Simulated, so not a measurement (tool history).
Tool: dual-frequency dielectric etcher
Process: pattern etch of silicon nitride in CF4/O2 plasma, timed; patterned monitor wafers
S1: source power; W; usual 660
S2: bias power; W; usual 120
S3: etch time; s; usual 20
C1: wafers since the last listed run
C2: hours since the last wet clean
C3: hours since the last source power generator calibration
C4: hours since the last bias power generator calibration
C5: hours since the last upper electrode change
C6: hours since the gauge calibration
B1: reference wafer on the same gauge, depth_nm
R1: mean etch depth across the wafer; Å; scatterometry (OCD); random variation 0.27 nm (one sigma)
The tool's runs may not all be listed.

run 1 hour=0 | S1=660 S2=120 S3=20 | C1=0 C2=233.7 C3=4865.2 C4=2209.8 C5=3370.9 C6=138.3 | B1=42.43 | R1=423.7
run 2 hour=13.9 | S1=660 S2=130 S3=20 | C1=245 C2=247.6 C3=4879.1 C4=2223.7 C5=3384.8 C6=152.2 | B1=42.39 | R1=436.4
run 3 hour=27.5 | S1=660 S2=120 S3=20 | C1=240 C2=261.2 C3=4892.7 C4=2237.3 C5=3398.4 C6=165.8 | B1=42.33 | R1=419.5
run 4 hour=37 | S1=660 S2=120 S3=20 | C1=167 C2=270.7 C3=4902.2 C4=2246.8 C5=3407.9 C6=175.3 | B1=42.43 | R1=425
run 5 hour=49.5 | S1=660 S2=120 S3=20 | C1=220 C2=283.2 C3=4914.7 C4=2259.3 C5=3420.4 C6=187.8 | B1=42.43 | R1=424.2
run 6 hour=63.3 | S1=660 S2=120 S3=20 | C1=243 C2=297 C3=4928.5 C4=2273.1 C5=3434.2 C6=201.6 | B1=42.36 | R1=428.1
run 7 hour=77.1 | S1=660 S2=120 S3=20 | C1=243 C2=310.8 C3=4942.3 C4=2286.9 C5=3448 C6=215.4 | B1=42.37 | R1=430.3
run 8 hour=92.3 | S1=660 S2=120 S3=20 | C1=268 C2=326 C3=4957.5 C4=2302.1 C5=3463.2 C6=230.6 | B1=42.35 | R1=428
run 9 hour=103.2 | S1=660 S2=120 S3=20 | C1=192 C2=336.9 C3=4968.4 C4=2313 C5=3474.1 C6=241.5 | B1=42.38 | R1=424.9
-- hour=108 gauge calibrated
run 10 hour=112.6 | S1=660 S2=120 S3=20 | C1=166 C2=346.3 C3=4977.8 C4=2322.4 C5=3483.5 C6=4.6 | B1=42.37 | R1=426.1
run 11 hour=122.8 | S1=660 S2=120 S3=20 | C1=180 C2=356.5 C3=4988 C4=2332.6 C5=3493.7 C6=14.8 | B1=42.44 | R1=430.3
run 12 hour=139.6 | S1=660 S2=120 S3=20 | C1=296 C2=373.3 C3=5004.8 C4=2349.4 C5=3510.5 C6=31.6 | B1=42.43 | R1=432.2
-- hour=163.9 upper electrode replaced
run 13 hour=164.4 | S1=660 S2=120 S3=20 | C1=14 C2=398.1 C3=5029.6 C4=2374.2 C5=0.5 C6=56.4 | B1=42.38 | R1=430.2
run 14 hour=164.7 | S1=660 S2=120 S3=20 | C1=5 C2=398.4 C3=5029.9 C4=2374.5 C5=0.8 C6=56.7 | B1=42.4 | R1=428.9
run 15 hour=169.9 | S1=610 S2=107 S3=20 | C1=91 C2=403.6 C3=5035.1 C4=2379.7 C5=6 C6=61.9 | B1=42.48 | R1=386.6
-- hour=177 bias power generator calibrated
run 16 hour=187 | S1=520 S2=120 S3=20 | C1=231 C2=420.7 C3=5052.2 C4=10 C5=23.1 C6=79 | B1=42.47 | R1=360.1
run 17 hour=198 | S1=610 S2=107 S3=20 | C1=194 C2=431.7 C3=5063.2 C4=21 C5=34.1 C6=90 | B1=42.42 | R1=393.2
run 18 hour=208.8 | S1=660 S2=120 S3=20 | C1=190 C2=442.5 C3=5074 C4=31.8 C5=44.9 C6=100.8 | B1=42.39 | R1=434.3
run 19 hour=226 | S1=570 S2=100 S3=17.5 | C1=303 C2=459.7 C3=5091.2 C4=49 C5=62.1 C6=118 | B1=42.4 | R1=320.4
run 20 hour=234.2 | S1=760 S2=94 S3=22.5 | C1=144 C2=467.9 C3=5099.4 C4=57.2 C5=70.3 C6=126.2 | B1=42.43 | R1=511.1
run 21 hour=246.3 | S1=660 S2=93 S3=16.5 | C1=213 C2=480 C3=5111.5 C4=69.3 C5=82.4 C6=138.3 | B1=42.43 | R1=330.6
-- hour=274.2 wet clean of the chamber
run 22 hour=274.7 | S1=660 S2=102 S3=23 | C1=77 C2=0.5 C3=5139.9 C4=97.7 C5=110.8 C6=166.7 | B1=42.42 | R1=451
-- hour=279.5 source power generator calibrated
run 23 hour=280 | S1=780 S2=105 S3=23.5 | C1=22 C2=5.8 C3=0.5 C4=103 C5=116.1 C6=172 | B1=42.44 | R1=535.8
run 24 hour=292.5 | S1=660 S2=120 S3=17.5 | C1=220 C2=18.3 C3=13 C4=115.5 C5=128.6 C6=184.5 | B1=42.41 | R1=362.4
run 25 hour=298.8 | S1=610 S2=129 S3=25.5 | C1=111 C2=24.6 C3=19.3 C4=121.8 C5=134.9 C6=190.8 | B1=42.45 | R1=509
run 26 hour=316 | S1=660 S2=111 S3=18 | C1=303 C2=41.8 C3=36.5 C4=139 C5=152.1 C6=208 | B1=42.35 | R1=365.6
-- hour=328.4 gauge calibrated
run 27 hour=330.5 | S1=720 S2=147 S3=18 | C1=256 C2=56.3 C3=51 C4=153.5 C5=166.6 C6=2.1 | B1=42.45 | R1=428.9
run 28 hour=346.9 | S1=660 S2=120 S3=20 | C1=289 C2=72.7 C3=67.4 C4=169.9 C5=183 C6=18.5 | B1=42.42 | R1=423.5
run 29 hour=358.8 | S1=660 S2=120 S3=20 | C1=210 C2=84.6 C3=79.3 C4=181.8 C5=194.9 C6=30.4 | B1=42.41 | R1=420

Forecast each of these 3 alternatives for the next run:
run A hour=359.2 | S1=660 S2=93 S3=20 | C1=7 C2=85 C3=79.7 C4=182.2 C5=195.3 C6=30.8 | B1=? | R1=?
run B hour=359.2 | S1=770 S2=96 S3=24 | C1=7 C2=85 C3=79.7 C4=182.2 C5=195.3 C6=30.8 | B1=? | R1=?
run C hour=359.2 | S1=780 S2=140 S3=24.5 | C1=7 C2=85 C3=79.7 C4=182.2 C5=195.3 C6=30.8 | B1=? | R1=?

run=A B1=42.42 R1=386
run=B B1=42.42 R1=531.2
run=C B1=42.42 R1=616.5
Without the tool's hidden state the same runs would have given:
run=A R1=382.5
run=B R1=526.4
run=C R1=610.9
